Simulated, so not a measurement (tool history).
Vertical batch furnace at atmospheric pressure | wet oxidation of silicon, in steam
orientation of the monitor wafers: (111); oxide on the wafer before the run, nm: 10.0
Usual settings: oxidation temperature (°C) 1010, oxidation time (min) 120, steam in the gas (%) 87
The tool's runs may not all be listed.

run	hour	oxidation temperature (°C)	oxidation time (min)	steam in the gas (%)	wafers since the last listed run	hours since the last temperature calibration	hours since the steam generator was serviced	hours since the gauge calibration	read-back reference wafer on the same gauge, thickness	oxide thickness on the monitor wafer (angstrom)
1	0	1001	82	87	0	1403.1	1079	1655.8	634.85	5458.5
2	303.2	1010	120	87	2630	1706.3	1382.2	1959	635.84	7152.9
3	391.1	1010	148	87	762	1794.2	1470.1	2046.9	633.99	8136.4
4	446.1	1010	148	87	477	1849.2	1525.1	2101.9	634.64	8036.8
5	553.5	1010	148	87	931	1956.6	1632.5	2209.3	633.91	8044.8
6	595.5	1010	120	87	364	1998.6	1674.5	2251.3	635.73	7151.4
7	658.9	1010	120	87	549	2062	1737.9	2314.7	634.45	7208.7
8	763.3	1010	120	79	905	2166.4	1842.3	2419.1	634.44	6795.8
9	936	1010	120	79	1498	2339.1	2015	2591.8	635.52	6713.7
10	1025.8	1010	120	79	778	2428.9	2104.8	2681.6	635.85	6741.5
11	1124.8	1010	92	87	858	2527.9	2203.8	2780.6	633.36	6134.8
12	1223.3	1010	120	81	854	2626.4	2302.3	2879.1	634.97	6850.1
13	1264.9	1010	120	81	360	2668	2343.9	2920.7	634.24	6899.6
14	1302	1010	120	87	321	2705.1	2381	2957.8	635	7169.8
15	1399.9	1010	97	87	849	2803	2478.9	3055.7	634.97	6311.2
16	1459.2	1010	85	87	514	2862.3	2538.2	3115	635.4	5833.4
# hour 1460.8: gauge calibrated
17	1510.3	1010	85	87	443	2913.4	2589.3	49.5	634.42	5858.4
18	1550.6	1028	120	87	349	2953.7	2629.6	89.8	633.75	7677
19	1639	1028	120	87	766	3042.1	2718	178.2	635.68	7719.9
20	1746.8	1010	85	87	935	3149.9	2825.8	286	634.99	5834.7
# hour 1821.6: thermocouples replaced and temperature profile calibrated
21	1824	1017	120	87	461	2.4	2903	363.2	634.44	7172.1
22	1876.4	1002	101.5	94	454	54.8	2955.4	415.6	634.81	6341.9
23	1950.5	998	82	87	642	128.9	3029.5	489.7	634.2	5182.2
24	1987.5	992	142	80	320	165.9	3066.5	526.7	635.26	6711
25	2092.2	1002	149.5	83	908	270.6	3171.2	631.4	635.21	7285.3
26	2148	1010	120	87	484	326.4	3227	687.2	634.18	6862.7
# hour 2240.9: steam generator serviced
27	2241.8	1010	120	87	605	420.2	0.9	781	633.45	7226.6
28	2322.9	1033	137	76	703	501.3	82	862.1	635.21	7927.2
29	2364.5	1010	148	87	360	542.9	123.6	903.7	635.47	8119.4
30	2427.8	1027	164	79	549	606.2	186.9	967	636.05	8753.8
31	2466	1010	120	87	331	644.4	225.1	1005.2	635.43	7237.2
32	2548.7	1010	120	87	717	727.1	307.8	1087.9	634.93	7165.2
33	2654	1010	120	97	913	832.4	413.1	1193.2	635.56	7698.1
34	2700.8	997	120	87	405	879.2	459.9	1240	633.17	6812.2
35	2805.2	1010	63.5	79	905	983.6	564.3	1344.4	633.07	4669.9
36	2899.2	1010	120	87	815	1077.6	658.3	1438.4	635.98	7223.5
37	2987.1	1010	145.5	96	762	1165.5	746.2	1526.3	636.29	8533.8
38	3039.1	987	120	93	451	1217.5	798.2	1578.3	634.71	6691.9

How the hidden state differs across the entries between the runs, from the last listed run before each to the first after it:
Between runs 16 and 17: gauge calibrated (hour 1460.8)
  true tube temperature minus thermocouple reading, K: 4.95 -> 5.13; steam share off its setpoint, % of the setpoint: -4.87 -> -5.03
  measured less the result without the state, oxide thickness on the monitor wafer (angstrom): -30.9 -> -31.8
Between runs 20 and 21: thermocouples replaced and temperature profile calibrated (hour 1821.6)
  true tube temperature minus thermocouple reading, K: 5.98 -> 0.436; steam share off its setpoint, % of the setpoint: -5.81 -> -6.07
  measured less the result without the state, oxide thickness on the monitor wafer (angstrom): -35.8 -> -246.2
Between runs 26 and 27: steam generator serviced (hour 2240.9)
  true tube temperature minus thermocouple reading, K: 0.5 -> 0.541; steam share off its setpoint, % of the setpoint: -7.28 -> -0.038
  measured less the result without the state, oxide thickness on the monitor wafer (angstrom): -288.6 -> +16.2
